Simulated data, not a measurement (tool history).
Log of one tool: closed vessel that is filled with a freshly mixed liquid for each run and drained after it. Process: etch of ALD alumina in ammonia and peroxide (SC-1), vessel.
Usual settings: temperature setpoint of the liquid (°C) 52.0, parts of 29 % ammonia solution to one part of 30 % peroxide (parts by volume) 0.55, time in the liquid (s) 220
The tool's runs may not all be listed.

run,hour,temperature setpoint of the liquid (°C),parts of 29 % ammonia solution to one part of 30 % peroxide (parts by volume),time in the liquid (s),"read-back film thickness of the ALD alumina reference wafer, read on the same gauge (nm)",thickness taken off the ALD alumina on a monitor wafer (nm)
1,0.0,44.5,0.55,305,120.00,12.48
2,84.9,44.5,0.55,305,120.01,12.75
3,143.9,57.5,0.55,180,120.00,15.15
# hour 163.8: ammonia flow meter replaced
4,205.9,57.5,0.55,180,120.03,15.14
# hour 280.2: new drum of ammonia solution connected
5,304.7,57.5,0.55,180,119.98,15.11
6,423.2,52.0,0.65,220,119.99,14.10
7,476.6,52.0,0.65,220,120.00,14.21
8,561.7,52.0,0.55,220,120.00,13.78
# hour 585.9: gauge calibrated
9,601.3,49.0,0.30,220,119.99,11.12
10,690.8,57.0,0.75,285,120.01,24.03
11,744.0,46.0,0.40,170,119.99,7.40
# hour 746.9: thermometer replaced
12,801.9,62.0,0.55,260,119.99,27.97
13,870.0,49.0,0.65,220,120.01,11.87
# hour 876.0: ammonia flow meter replaced
# hour 881.8: new drum of ammonia solution connected
14,952.9,56.5,0.55,220,120.00,17.61
15,1000.2,52.0,0.55,170,120.01,10.82
16,1192.2,52.0,0.55,220,120.00,13.81
17,1242.5,52.0,0.55,220,119.98,13.79
18,1318.8,49.0,0.40,110,119.98,5.65

What the log doesn't show, run by run:
liquid hotter than its thermometer reads (K): 0 in every run
ammonia flow below the setpoint (%): 0 in every run
ammonia solution weaker than its label (%): 0 in every run
gauge reads high (%): 0 in every run
